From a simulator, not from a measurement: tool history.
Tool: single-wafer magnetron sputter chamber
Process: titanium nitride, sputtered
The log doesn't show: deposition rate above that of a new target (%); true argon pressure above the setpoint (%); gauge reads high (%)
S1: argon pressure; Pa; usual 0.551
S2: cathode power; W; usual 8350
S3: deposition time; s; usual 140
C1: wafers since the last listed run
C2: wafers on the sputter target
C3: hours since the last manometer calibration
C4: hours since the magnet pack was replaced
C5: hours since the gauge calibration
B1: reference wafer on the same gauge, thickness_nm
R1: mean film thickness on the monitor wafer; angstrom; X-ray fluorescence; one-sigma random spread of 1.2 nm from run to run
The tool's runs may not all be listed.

run,hour,S1,S2,S3,C1,C2,C3,C4,C5,B1,R1
1,0.0,0.551,9850,140,0,6250,721.0,8176.0,145.4,232.232,2104.50
2,10.9,0.551,9850,140,127,6377,731.9,8186.9,156.3,232.041,2132.12
3,24.5,0.713,8350,158,158,6535,745.5,8200.5,169.9,231.896,1936.08
4,35.7,0.551,8350,140,130,6666,756.7,8211.7,181.1,231.886,1818.63
5,45.8,0.551,8350,140,117,6784,766.8,8221.8,191.2,232.104,1809.84
6,60.4,0.551,8350,140,170,6954,781.4,8236.4,205.8,231.837,1787.45
7,73.4,0.551,8350,140,151,7105,794.4,8249.4,218.8,232.210,1782.16
8,90.8,0.551,8350,140,202,7308,811.8,8266.8,236.2,231.914,1802.99
# hour 105.8: sputter target and shields replaced
9,106.3,0.551,8350,140,87,6,827.3,8282.3,251.7,232.006,1687.75
10,116.9,0.706,7700,167,123,129,837.9,8292.9,262.3,231.902,1781.69
11,126.1,0.609,6650,140,107,237,847.1,8302.1,271.5,232.619,1341.68
12,140.4,0.551,10300,140,166,403,861.4,8316.4,285.8,232.259,2041.67
# hour 197.2: magnet pack replaced
13,197.7,0.410,9000,156,574,978,918.7,0.5,343.1,232.164,2077.06
14,203.3,0.403,7700,122,65,1043,924.3,6.1,348.7,232.311,1420.97
15,209.5,0.647,7550,132,72,1115,930.5,12.3,354.9,231.788,1395.20
# hour 215.0: gauge calibrated
16,222.0,0.607,8350,154,145,1261,943.0,24.8,7.0,232.273,1792.18
17,228.3,0.551,8350,140,73,1334,949.3,31.1,13.3,232.044,1662.31
# hour 239.2: sputter target and shields replaced, repeated, since the last time left the tool worse
18,239.7,0.657,7050,166,39,5,960.7,42.5,24.7,231.843,1919.38

Run 19 has not been measured yet. What should we expect?
19,248.4,0.671,8350,117,101,106,969.4,51.2,33.4,?,?

{"run 19": {"B1": 232.13, "R1": 1577.03}}
Were there no unlogged condition in the tool, this run, its random variation unchanged, would have produced R1 1579.89 angstrom.
